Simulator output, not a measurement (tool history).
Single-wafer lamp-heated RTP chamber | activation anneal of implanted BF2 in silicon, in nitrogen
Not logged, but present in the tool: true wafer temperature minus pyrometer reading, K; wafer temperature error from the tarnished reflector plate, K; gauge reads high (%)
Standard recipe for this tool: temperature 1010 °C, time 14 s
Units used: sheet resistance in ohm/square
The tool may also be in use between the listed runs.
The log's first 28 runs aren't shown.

run,hour,temperature,time,wafers since the last listed run,wafers since the last pyrometer calibration,wafers since the reflector plate was cleaned,hours since the gauge calibration,"read-back reference wafer on the same gauge, sheet resistance",sheet resistance
29,359.6,1010,14,370,1901,3625,164.6,379.26,384.23
30,367.3,1021,21,159,2061,3784,172.3,378.96,381.98
# hour 376.6: pyrometer window cleaned and pyrometer calibrated
31,385.1,1010,14,202,175,3987,190.1,379.02,384.5
32,399.7,984,8,302,477,4289,204.7,379.03,389.65
33,413.4,996,20,283,761,4573,218.4,378.95,384.7
34,425.7,997,14,254,1015,4827,230.7,379.13,384.85
35,438.4,1030,20,262,1278,5090,243.4,379.03,381.92
36,453.7,990,11,316,1595,5407,258.7,379.07,387.64
37,470.5,992,22,347,1942,5755,275.5,378.84,384.05

Below are 4 alternative next runs, each starting from the tool's condition after run 37. Predict each:
A,470.9,1010,6,8,1951,5763,275.9,?,?
B,470.9,983,20,8,1951,5763,275.9,?,?
C,470.9,1031,12,8,1951,5763,275.9,?,?
D,470.9,1032,7,8,1951,5763,275.9,?,?

run,"read-back reference wafer on the same gauge, sheet resistance",sheet resistance
A,379.17,386.89
B,379.17,387.85
C,379.17,384.68
D,379.17,386.65
Stripped of hidden state, with their random variation kept, the same runs would have yielded:
run,sheet resistance
A,386.89
B,387.85
C,384.68
D,386.65

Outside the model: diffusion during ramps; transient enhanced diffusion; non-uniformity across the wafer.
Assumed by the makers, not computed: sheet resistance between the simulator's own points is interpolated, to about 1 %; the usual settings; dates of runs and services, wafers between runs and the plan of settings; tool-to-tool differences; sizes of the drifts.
